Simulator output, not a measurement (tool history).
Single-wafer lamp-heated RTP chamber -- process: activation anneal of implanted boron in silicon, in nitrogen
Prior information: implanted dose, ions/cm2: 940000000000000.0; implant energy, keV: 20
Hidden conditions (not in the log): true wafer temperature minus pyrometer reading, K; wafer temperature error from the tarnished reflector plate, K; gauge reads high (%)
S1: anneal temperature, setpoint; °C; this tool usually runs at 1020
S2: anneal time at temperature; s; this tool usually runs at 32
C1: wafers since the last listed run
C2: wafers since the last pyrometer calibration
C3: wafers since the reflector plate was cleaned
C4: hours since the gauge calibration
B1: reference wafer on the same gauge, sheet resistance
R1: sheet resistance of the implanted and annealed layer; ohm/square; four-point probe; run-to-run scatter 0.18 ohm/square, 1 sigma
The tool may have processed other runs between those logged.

run,hour,S1,S2,C1,C2,C3,C4,B1,R1
1,0,1020,32,0,3120,4830,2030.1,123.95,119.91
2,70.1,1020,21,789,3910,5619,2100.2,124.04,120.1
# hour 115: reflector plate cleaned
3,126.6,1020,21,545,4455,130,2156.7,124.06,120.75
# hour 171.1: pyrometer window cleaned and pyrometer calibrated
4,176.4,1020,42,470,59,600,2206.5,124,119.85
5,242.5,1020,42,744,803,1344,2272.6,123.95,119.61
6,286.1,1020,42,490,1294,1835,2316.2,123.97,119.74
7,347.6,1020,32,692,1987,2527,2377.7,124.02,119.56
8,441.6,1020,32,1058,3045,3586,2471.7,123.97,119.69
9,493.1,1032,18,579,3624,4165,2523.2,123.97,119.79
# hour 580.6: reflector plate cleaned
10,582.2,1032,18,912,4537,18,2612.3,124.05,120.19
11,646.3,1032,18,721,5259,740,2676.4,124.03,119.6
12,693,1020,32,525,5785,1265,2723.1,123.99,119.67
# hour 707.6: pyrometer window cleaned and pyrometer calibrated
13,759.5,1020,32,658,584,1924,2789.6,124.04,120.03
14,809.5,1020,32,562,1147,2487,2839.6,124.01,120.24
15,873.8,1020,32,723,1871,3210,2903.9,123.91,119.83
# hour 968.2: gauge calibrated
16,976.8,1020,32,1159,3030,4370,8.6,124.02,119.74
17,1034.2,1008,32,646,3676,5016,66,123.98,120.99
# hour 1066.5: reflector plate cleaned
18,1088.6,1038,32,522,4199,249,120.4,123.93,119.44
19,1132,1020,32,488,4687,737,163.8,124.05,119.9
# hour 1253.1: pyrometer window cleaned and pyrometer calibrated
20,1295,1002,25,1744,471,2482,326.8,124.02,122.62
21,1364.6,1035,32,783,1255,3266,396.4,124.03,118.98
22,1544,1003,32,2019,3274,5285,575.8,123.98,121.53
23,1597.4,1020,32,601,3875,5886,629.2,123.99,119.42
24,1647.2,1034,49,560,4436,6447,679,124.04,118.2
# hour 1669.3: reflector plate cleaned
# hour 1739.5: pyrometer window cleaned and pyrometer calibrated
25,1740,1020,32,864,5,706,771.8,123.98,120.27
26,1774.1,1030,48,383,388,1089,805.9,123.95,119.04
27,1874.6,1020,32,1131,1520,2221,906.4,123.95,120.44
28,1913.7,1044,47,440,1960,2661,945.5,123.93,118.06
29,1977.2,1047,16,714,2675,3376,1009,123.99,118.96
30,2080.5,992,24,1162,3838,4539,1112.3,123.94,124.81
31,2128.1,1020,22,535,4373,5074,1159.9,123.99,120.22
# hour 2196.1: reflector plate cleaned
# hour 2201.2: pyrometer window cleaned and pyrometer calibrated
32,2205.6,1050,32,725,49,49,1237.4,124.02,118.81
33,2252.4,1008,27,526,576,576,1284.2,123.98,121.84
34,2304.3,1020,32,584,1160,1160,1336.1,123.9,120.25
35,2353.6,1035,18,554,1715,1715,1385.4,124.03,119.5
36,2454.5,1020,32,1135,2851,2851,1486.3,123.96,119.74

What the log doesn't show, run by run:
true wafer temperature minus pyrometer reading, K: 0, the same for each run
gauge reads high (%): 0, the same for each run
H1: wafer temperature error from the tarnished reflector plate, K
run,H1
1,7.43
2,8.5
3,0.93
4,1.69
5,2.7
6,3.36
7,4.3
8,5.73
9,6.52
10,0.767
11,1.74
12,2.46
13,3.47
14,4.23
15,5.21
16,6.79
17,7.66
18,0.407
19,1.07
20,3.55
21,4.62
22,7.35
23,8.17
24,8.93
25,1.35
26,1.87
27,3.4
28,3.99
29,4.96
30,6.54
31,7.26
32,0.294
33,1.01
34,1.8
35,2.55
36,4.09

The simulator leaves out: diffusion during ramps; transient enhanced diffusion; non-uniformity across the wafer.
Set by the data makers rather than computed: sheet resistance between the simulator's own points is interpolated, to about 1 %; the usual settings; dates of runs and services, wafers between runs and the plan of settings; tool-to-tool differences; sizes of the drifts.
